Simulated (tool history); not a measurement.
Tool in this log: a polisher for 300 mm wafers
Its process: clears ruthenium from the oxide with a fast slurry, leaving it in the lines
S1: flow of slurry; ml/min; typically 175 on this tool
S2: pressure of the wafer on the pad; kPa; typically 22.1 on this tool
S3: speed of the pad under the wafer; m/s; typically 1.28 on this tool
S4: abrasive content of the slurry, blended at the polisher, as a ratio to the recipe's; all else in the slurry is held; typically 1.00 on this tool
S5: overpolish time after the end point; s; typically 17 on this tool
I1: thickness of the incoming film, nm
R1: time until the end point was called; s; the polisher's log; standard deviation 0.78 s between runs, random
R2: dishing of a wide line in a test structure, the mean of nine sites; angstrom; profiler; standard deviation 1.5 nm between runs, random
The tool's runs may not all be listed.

{"run": 1, "day": 0.0, "S1": 215, "S2": 24.8, "S3": 1.28, "S4": 1.0, "S5": 17, "I1": 300.9, "R1": 44.7, "R2": 923}
{"run": 2, "day": 0.933, "S1": 215, "S2": 24.8, "S3": 1.28, "S4": 1.0, "S5": 17, "I1": 302.3, "R1": 46.8, "R2": 917}
{"run": 3, "day": 1.504, "S1": 215, "S2": 24.8, "S3": 1.28, "S4": 1.0, "S5": 17, "I1": 300.5, "R1": 44.3, "R2": 945}
{"day": 2.362, "done": "worn pad replaced by a new one"}
{"run": 4, "day": 2.858, "S1": 175, "S2": 22.1, "S3": 1.28, "S4": 1.0, "S5": 22, "I1": 295.1, "R1": 51.5, "R2": 1009}
{"run": 5, "day": 3.45, "S1": 155, "S2": 22.1, "S3": 1.28, "S4": 1.0, "S5": 17, "I1": 298.7, "R1": 51.9, "R2": 835}
{"run": 6, "day": 4.721, "S1": 175, "S2": 22.1, "S3": 1.28, "S4": 1.0, "S5": 17, "I1": 298.7, "R1": 51.4, "R2": 829}
{"run": 7, "day": 5.904, "S1": 175, "S2": 22.1, "S3": 1.28, "S4": 1.0, "S5": 17, "I1": 298.1, "R1": 50.0, "R2": 817}
{"run": 8, "day": 6.417, "S1": 175, "S2": 22.1, "S3": 1.28, "S4": 1.0, "S5": 17, "I1": 303.7, "R1": 50.9, "R2": 832}
{"day": 7.425, "done": "head pressure recalibrated"}
{"run": 9, "day": 7.446, "S1": 175, "S2": 22.1, "S3": 1.28, "S4": 1.0, "S5": 17, "I1": 301.1, "R1": 51.1, "R2": 821}
{"run": 10, "day": 7.979, "S1": 175, "S2": 22.1, "S3": 1.7, "S4": 0.8, "S5": 25, "I1": 300.2, "R1": 42.7, "R2": 1346}
{"day": 8.754, "done": "slurry blender recalibrated"}
{"day": 9.112, "done": "slurry nozzle cleaned"}
{"run": 11, "day": 9.417, "S1": 205, "S2": 22.1, "S3": 1.28, "S4": 1.0, "S5": 12, "I1": 302.6, "R1": 51.6, "R2": 606}
{"run": 12, "day": 10.196, "S1": 175, "S2": 22.1, "S3": 1.16, "S4": 1.0, "S5": 17, "I1": 300.6, "R1": 57.5, "R2": 747}
{"run": 13, "day": 10.938, "S1": 175, "S2": 22.1, "S3": 1.28, "S4": 1.0, "S5": 17, "I1": 306.7, "R1": 52.2, "R2": 835}
{"day": 11.442, "done": "worn pad replaced by a new one"}
{"run": 14, "day": 12.1, "S1": 175, "S2": 22.1, "S3": 0.9, "S4": 1.0, "S5": 17, "I1": 298.6, "R1": 72.4, "R2": 611}
{"run": 15, "day": 12.688, "S1": 175, "S2": 22.1, "S3": 1.28, "S4": 1.0, "S5": 17, "I1": 304.3, "R1": 51.5, "R2": 834}
{"run": 16, "day": 13.642, "S1": 175, "S2": 22.1, "S3": 1.6, "S4": 1.0, "S5": 23, "I1": 300.3, "R1": 42.5, "R2": 1268}
{"run": 17, "day": 14.946, "S1": 195, "S2": 22.1, "S3": 1.28, "S4": 1.0, "S5": 20, "I1": 299.3, "R1": 50.7, "R2": 969}
{"run": 18, "day": 15.608, "S1": 175, "S2": 22.1, "S3": 1.28, "S4": 1.0, "S5": 17, "I1": 305.0, "R1": 52.0, "R2": 825}
{"run": 19, "day": 16.354, "S1": 175, "S2": 22.1, "S3": 1.28, "S4": 1.0, "S5": 17, "I1": 299.7, "R1": 52.2, "R2": 844}

Predict each of these 5 candidate next runs independently; none follows another, all start after run 19:
{"run": "A", "day": 16.375, "S1": 175, "S2": 22.1, "S3": 1.28, "S4": 0.75, "S5": 17, "I1": 300.6, "R1": "?", "R2": "?"}
{"run": "B", "day": 16.375, "S1": 125, "S2": 22.1, "S3": 1.28, "S4": 1.25, "S5": 17, "I1": 300.6, "R1": "?", "R2": "?"}
{"run": "C", "day": 16.375, "S1": 215, "S2": 22.1, "S3": 1.48, "S4": 0.8, "S5": 17, "I1": 300.6, "R1": "?", "R2": "?"}
{"run": "D", "day": 16.375, "S1": 175, "S2": 28.3, "S3": 1.64, "S4": 0.8, "S5": 17, "I1": 300.6, "R1": "?", "R2": "?"}
{"run": "E", "day": 16.375, "S1": 175, "S2": 22.1, "S3": 1.28, "S4": 1.0, "S5": 20, "I1": 300.6, "R1": "?", "R2": "?"}

run=A R1=59.1 R2=757
run=B R1=50.9 R2=859
run=C R1=49.0 R2=887
run=D R1=35.1 R2=1157
run=E R1=53.2 R2=947
Without the tool's hidden state the same runs would have given:
run=A R1=59.1 R2=757
run=B R1=50.9 R2=859
run=C R1=49.0 R2=887
run=D R1=35.1 R2=1157
run=E R1=53.2 R2=947
